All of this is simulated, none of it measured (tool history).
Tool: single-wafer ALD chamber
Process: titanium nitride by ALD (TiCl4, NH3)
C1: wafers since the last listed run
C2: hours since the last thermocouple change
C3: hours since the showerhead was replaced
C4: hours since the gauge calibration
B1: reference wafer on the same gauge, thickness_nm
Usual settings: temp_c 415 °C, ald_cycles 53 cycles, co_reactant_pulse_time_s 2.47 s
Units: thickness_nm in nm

{"run": 1, "hour": 0.0, "temp_c": 415, "ald_cycles": 46, "co_reactant_pulse_time_s": 2.47, "C1": 0, "C2": 857.9, "C3": 7768.3, "C4": 133.8, "B1": 1.067, "thickness_nm": 1.063}
{"run": 2, "hour": 13.4, "temp_c": 415, "ald_cycles": 46, "co_reactant_pulse_time_s": 2.47, "C1": 46, "C2": 871.3, "C3": 7781.7, "C4": 147.2, "B1": 1.068, "thickness_nm": 1.065}
{"run": 3, "hour": 30.9, "temp_c": 415, "ald_cycles": 53, "co_reactant_pulse_time_s": 2.47, "C1": 61, "C2": 888.8, "C3": 7799.2, "C4": 164.7, "B1": 1.068, "thickness_nm": 1.227}
{"run": 4, "hour": 59.1, "temp_c": 415, "ald_cycles": 53, "co_reactant_pulse_time_s": 2.47, "C1": 98, "C2": 917.0, "C3": 7827.4, "C4": 192.9, "B1": 1.069, "thickness_nm": 1.231}
{"run": 5, "hour": 82.0, "temp_c": 415, "ald_cycles": 53, "co_reactant_pulse_time_s": 2.47, "C1": 80, "C2": 939.9, "C3": 7850.3, "C4": 215.8, "B1": 1.069, "thickness_nm": 1.227}
{"run": 6, "hour": 114.7, "temp_c": 415, "ald_cycles": 53, "co_reactant_pulse_time_s": 2.47, "C1": 114, "C2": 972.6, "C3": 7883.0, "C4": 248.5, "B1": 1.07, "thickness_nm": 1.225}
{"run": 7, "hour": 129.2, "temp_c": 421, "ald_cycles": 53, "co_reactant_pulse_time_s": 2.47, "C1": 50, "C2": 987.1, "C3": 7897.5, "C4": 263.0, "B1": 1.07, "thickness_nm": 1.226}
{"run": 8, "hour": 162.3, "temp_c": 426, "ald_cycles": 53, "co_reactant_pulse_time_s": 2.47, "C1": 116, "C2": 1020.2, "C3": 7930.6, "C4": 296.1, "B1": 1.071, "thickness_nm": 1.228}
{"run": 9, "hour": 192.3, "temp_c": 415, "ald_cycles": 56, "co_reactant_pulse_time_s": 2.95, "C1": 105, "C2": 1050.2, "C3": 7960.6, "C4": 326.1, "B1": 1.072, "thickness_nm": 1.297}
{"hour": 216.0, "done": "showerhead replaced"}
{"run": 10, "hour": 224.4, "temp_c": 415, "ald_cycles": 62, "co_reactant_pulse_time_s": 2.47, "C1": 84, "C2": 1082.3, "C3": 8.4, "C4": 358.2, "B1": 1.071, "thickness_nm": 1.445}
{"run": 11, "hour": 238.9, "temp_c": 415, "ald_cycles": 53, "co_reactant_pulse_time_s": 1.68, "C1": 50, "C2": 1096.8, "C3": 22.9, "C4": 372.7, "B1": 1.072, "thickness_nm": 1.209}

Run 12 comes next. What will it give?
{"run": 12, "hour": 255.1, "temp_c": 415, "ald_cycles": 53, "co_reactant_pulse_time_s": 2.47, "C1": 56, "C2": 1113.0, "C3": 39.1, "C4": 388.9, "B1": "?", "thickness_nm": "?"}

{"run 12": {"B1": 1.072, "thickness_nm": 1.226}}
Without the tool's hidden state the same run would have given thickness_nm 1.212 nm.
